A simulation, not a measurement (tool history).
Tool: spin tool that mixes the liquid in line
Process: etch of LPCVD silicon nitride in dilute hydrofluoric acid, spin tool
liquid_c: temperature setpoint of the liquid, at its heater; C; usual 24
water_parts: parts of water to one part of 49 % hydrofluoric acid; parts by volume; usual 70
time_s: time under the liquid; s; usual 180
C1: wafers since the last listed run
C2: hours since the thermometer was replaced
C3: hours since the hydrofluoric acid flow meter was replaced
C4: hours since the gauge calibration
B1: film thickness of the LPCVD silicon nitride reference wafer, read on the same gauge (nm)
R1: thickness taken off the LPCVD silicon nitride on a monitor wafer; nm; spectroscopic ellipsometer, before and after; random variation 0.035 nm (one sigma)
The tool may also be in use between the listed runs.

{"run": 1, "hour": 0.0, "liquid_c": 24, "water_parts": 70, "time_s": 180, "C1": 0, "C2": 1147.9, "C3": 2540.6, "C4": 101.2, "B1": 50.005, "R1": 1.24}
{"run": 2, "hour": 24.4, "liquid_c": 24, "water_parts": 70, "time_s": 180, "C1": 167, "C2": 1172.3, "C3": 2565, "C4": 125.6, "B1": 49.996, "R1": 1.135}
{"run": 3, "hour": 43.2, "liquid_c": 24, "water_parts": 70, "time_s": 180, "C1": 129, "C2": 1191.1, "C3": 2583.8, "C4": 144.4, "B1": 50.005, "R1": 1.194}
{"run": 4, "hour": 58.4, "liquid_c": 24, "water_parts": 70, "time_s": 180, "C1": 104, "C2": 1206.3, "C3": 2599, "C4": 159.6, "B1": 49.989, "R1": 1.227}
{"run": 5, "hour": 78.0, "liquid_c": 24, "water_parts": 70, "time_s": 180, "C1": 134, "C2": 1225.9, "C3": 2618.6, "C4": 179.2, "B1": 50.007, "R1": 1.19}
{"run": 6, "hour": 90.1, "liquid_c": 24, "water_parts": 70, "time_s": 180, "C1": 83, "C2": 1238, "C3": 2630.7, "C4": 191.3, "B1": 50.021, "R1": 1.196}
{"run": 7, "hour": 124.6, "liquid_c": 24, "water_parts": 70, "time_s": 180, "C1": 237, "C2": 1272.5, "C3": 2665.2, "C4": 225.8, "B1": 49.999, "R1": 1.203}
{"hour": 135.3, "done": "hydrofluoric acid flow meter replaced"}
{"hour": 139.0, "done": "gauge calibrated"}
{"run": 8, "hour": 155.0, "liquid_c": 24, "water_parts": 70, "time_s": 180, "C1": 202, "C2": 1302.9, "C3": 19.7, "C4": 16, "B1": 49.983, "R1": 1.291}
{"run": 9, "hour": 183.8, "liquid_c": 24, "water_parts": 35, "time_s": 180, "C1": 198, "C2": 1331.7, "C3": 48.5, "C4": 44.8, "B1": 49.999, "R1": 2.507}
{"run": 10, "hour": 219.8, "liquid_c": 24, "water_parts": 70, "time_s": 180, "C1": 247, "C2": 1367.7, "C3": 84.5, "C4": 80.8, "B1": 50.027, "R1": 1.135}
{"run": 11, "hour": 249.2, "liquid_c": 20, "water_parts": 70, "time_s": 235, "C1": 202, "C2": 1397.1, "C3": 113.9, "C4": 110.2, "B1": 50.005, "R1": 1.222}
{"hour": 278.1, "done": "thermometer replaced"}
{"run": 12, "hour": 278.6, "liquid_c": 24, "water_parts": 95, "time_s": 230, "C1": 195, "C2": 0.5, "C3": 143.3, "C4": 139.6, "B1": 49.982, "R1": 1.177}
{"run": 13, "hour": 297.7, "liquid_c": 21, "water_parts": 60, "time_s": 215, "C1": 131, "C2": 19.6, "C3": 162.4, "C4": 158.7, "B1": 50, "R1": 1.429}
{"run": 14, "hour": 317.5, "liquid_c": 21.5, "water_parts": 40, "time_s": 220, "C1": 136, "C2": 39.4, "C3": 182.2, "C4": 178.5, "B1": 49.993, "R1": 2.165}

Forecast run 15:
{"hour": 385.8, "done": "gauge calibrated"}
{"run": 15, "hour": 391.9, "liquid_c": 22, "water_parts": 55, "time_s": 145, "C1": 511, "C2": 113.8, "C3": 256.6, "C4": 6.1, "B1": "?", "R1": "?"}

B1: 49.984
R1: 1.061 nm
Without the tool's hidden state the same run would have given R1 1.061 nm.

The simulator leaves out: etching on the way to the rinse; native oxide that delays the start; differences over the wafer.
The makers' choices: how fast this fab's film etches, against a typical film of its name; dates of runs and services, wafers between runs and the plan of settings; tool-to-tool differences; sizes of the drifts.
